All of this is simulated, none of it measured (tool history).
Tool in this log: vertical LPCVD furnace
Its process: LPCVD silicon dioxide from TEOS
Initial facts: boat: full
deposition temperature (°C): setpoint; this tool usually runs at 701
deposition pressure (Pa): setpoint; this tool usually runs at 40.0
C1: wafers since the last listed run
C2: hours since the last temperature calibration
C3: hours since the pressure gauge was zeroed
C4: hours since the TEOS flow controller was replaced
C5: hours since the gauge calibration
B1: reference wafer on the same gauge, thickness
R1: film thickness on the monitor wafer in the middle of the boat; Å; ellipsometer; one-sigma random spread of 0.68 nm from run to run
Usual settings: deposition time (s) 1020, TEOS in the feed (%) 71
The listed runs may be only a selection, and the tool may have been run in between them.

Run 1, day 0.000: usual settings but deposition temperature (°C) 693; C1 0; C2 4430.1; C3 1824.6; C4 3982.2; C5 785.7; B1 149.30. Result: R1 1162.0 Å.
At day 1.292: pressure gauge zeroed.
Run 2, day 1.312: usual settings but deposition temperature (°C) 693; C1 122; C2 4461.6; C3 0.5; C4 4013.7; C5 817.2; B1 149.23. Result: R1 1164.7 Å.
Run 3, day 2.238: usual settings but deposition temperature (°C) 693; C1 361; C2 4483.8; C3 22.7; C4 4035.9; C5 839.4; B1 149.33. Result: R1 1159.3 Å.
Run 4, day 2.967: usual settings but deposition temperature (°C) 705; C1 285; C2 4501.3; C3 40.2; C4 4053.4; C5 856.9; B1 149.27. Result: R1 1532.2 Å.
Run 5, day 4.450: usual settings but deposition temperature (°C) 705; C1 579; C2 4536.9; C3 75.8; C4 4089.0; C5 892.5; B1 149.03. Result: R1 1547.1 Å.
Run 6, day 8.079: usual settings; C1 1418; C2 4624.0; C3 162.9; C4 4176.1; C5 979.6; B1 148.82. Result: R1 1400.8 Å.
Run 7, day 9.475: usual settings; C1 545; C2 4657.5; C3 196.4; C4 4209.6; C5 1013.1; B1 148.52. Result: R1 1407.3 Å.
Run 8, day 10.971: usual settings; C1 584; C2 4693.4; C3 232.3; C4 4245.5; C5 1049.0; B1 148.67. Result: R1 1390.6 Å.
Run 9, day 11.975: usual settings; C1 392; C2 4717.5; C3 256.4; C4 4269.6; C5 1073.1; B1 148.61. Result: R1 1399.9 Å.
Run 10, day 12.717: usual settings; C1 289; C2 4735.3; C3 274.2; C4 4287.4; C5 1090.9; B1 148.33. Result: R1 1402.1 Å.
Run 11, day 14.142: usual settings but deposition pressure (Pa) 45.3, TEOS in the feed (%) 65; C1 557; C2 4769.5; C3 308.4; C4 4321.6; C5 1125.1; B1 148.30. Result: R1 1409.3 Å.
Run 12, day 15.154: usual settings but deposition time (s) 690; C1 395; C2 4793.8; C3 332.7; C4 4345.9; C5 1149.4; B1 148.42. Result: R1 944.3 Å.
Run 13, day 16.017: usual settings but deposition temperature (°C) 708, deposition time (s) 720, TEOS in the feed (%) 85; C1 337; C2 4814.5; C3 353.4; C4 4366.6; C5 1170.1; B1 148.31. Result: R1 1267.6 Å.
Run 14, day 16.954: usual settings; C1 366; C2 4837.0; C3 375.9; C4 4389.1; C5 1192.6; B1 148.03. Result: R1 1387.7 Å.
Run 15, day 18.054: usual settings but deposition temperature (°C) 704, deposition pressure (Pa) 42.7; C1 430; C2 4863.4; C3 402.3; C4 4415.5; C5 1219.0; B1 148.07. Result: R1 1545.5 Å.
Run 16, day 18.758: usual settings but deposition temperature (°C) 689, TEOS in the feed (%) 63; C1 275; C2 4880.3; C3 419.2; C4 4432.4; C5 1235.9; B1 148.04. Result: R1 982.1 Å.
At day 19.100: gauge calibrated.
Run 17, day 19.783: usual settings but deposition temperature (°C) 707, deposition pressure (Pa) 36.0; C1 400; C2 4904.9; C3 443.8; C4 4457.0; C5 16.4; B1 151.92. Result: R1 1562.7 Å.
Run 18, day 21.108: usual settings but deposition temperature (°C) 709, deposition pressure (Pa) 32.7, deposition time (s) 810; C1 517; C2 4936.7; C3 475.6; C4 4488.8; C5 48.2; B1 152.01. Result: R1 1247.6 Å.
At day 22.425: thermocouples replaced and temperature profile calibrated.
At day 23.217: TEOS flow controller replaced.
Run 19, day 23.238: usual settings; C1 132; C2 19.5; C3 526.7; C4 0.5; C5 99.3; B1 151.82. Result: R1 1429.3 Å.
Run 20, day 23.475: usual settings; C1 92; C2 25.2; C3 532.4; C4 6.2; C5 105.0; B1 151.91. Result: R1 1429.6 Å.
Run 21, day 24.675: usual settings but deposition pressure (Pa) 32.0, deposition time (s) 1380; C1 469; C2 54.0; C3 561.2; C4 35.0; C5 133.8; B1 151.92. Result: R1 1725.8 Å.
Run 22, day 25.996: usual settings but TEOS in the feed (%) 66; C1 516; C2 85.7; C3 592.9; C4 66.7; C5 165.5; B1 151.80. Result: R1 1366.5 Å.
Run 23, day 27.212: usual settings; C1 475; C2 114.9; C3 622.1; C4 95.9; C5 194.7; B1 151.48. Result: R1 1423.3 Å.
Run 24, day 28.275: usual settings but deposition time (s) 1140; C1 415; C2 140.4; C3 647.6; C4 121.4; C5 220.2; B1 151.39. Result: R1 1601.9 Å.
Run 25, day 32.179: usual settings but deposition pressure (Pa) 37.3, TEOS in the feed (%) 83; C1 1526; C2 234.1; C3 741.3; C4 215.1; C5 313.9; B1 151.44. Result: R1 1485.8 Å.
Run 26, day 32.792: usual settings but deposition temperature (°C) 694, TEOS in the feed (%) 67; C1 239; C2 248.8; C3 756.0; C4 229.8; C5 328.6; B1 151.18. Result: R1 1161.4 Å.
Run 27, day 33.650: usual settings but deposition temperature (°C) 694, TEOS in the feed (%) 67; C1 335; C2 269.4; C3 776.6; C4 250.4; C5 349.2; B1 151.09. Result: R1 1172.3 Å.
Run 28, day 35.125: usual settings; C1 576; C2 304.8; C3 812.0; C4 285.8; C5 384.6; B1 151.03. Result: R1 1428.1 Å.
Run 29, day 36.517: usual settings but deposition pressure (Pa) 33.3; C1 544; C2 338.2; C3 845.4; C4 319.2; C5 418.0; B1 151.12. Result: R1 1298.9 Å.
Run 30, day 38.008: usual settings but deposition time (s) 690, TEOS in the feed (%) 82; C1 583; C2 374.0; C3 881.2; C4 355.0; C5 453.8; B1 150.73. Result: R1 1028.8 Å.
Run 31, day 38.588: usual settings but deposition temperature (°C) 689, deposition pressure (Pa) 47.3, deposition time (s) 1200, TEOS in the feed (%) 84; C1 226; C2 387.9; C3 895.1; C4 368.9; C5 467.7; B1 150.80. Result: R1 1505.9 Å.

For each run, what was the tool's unlogged condition?
true tube temperature minus thermocouple reading, K: 0 in every run
true pressure minus gauge reading, mTorr: 0 in every run
deviation of the TEOS flow from its setpoint, %: 0 in every run
H1: gauge reads high (%)
run       H1
  1    -1.74
  2     -1.8
  3    -1.85
  4    -1.88
  5    -1.95
  6    -2.11
  7    -2.18
  8    -2.24
  9    -2.29
 10    -2.32
 11    -2.39
 12    -2.44
 13    -2.48
 14    -2.52
 15    -2.57
 16     -2.6
 17   0.0782
 18   0.0177
 19  -0.0796
 20  -0.0905
 21   -0.145
 22   -0.206
 23   -0.261
 24    -0.31
 25   -0.488
 26   -0.516
 27   -0.555
 28   -0.623
 29   -0.686
 30   -0.754
 31   -0.781
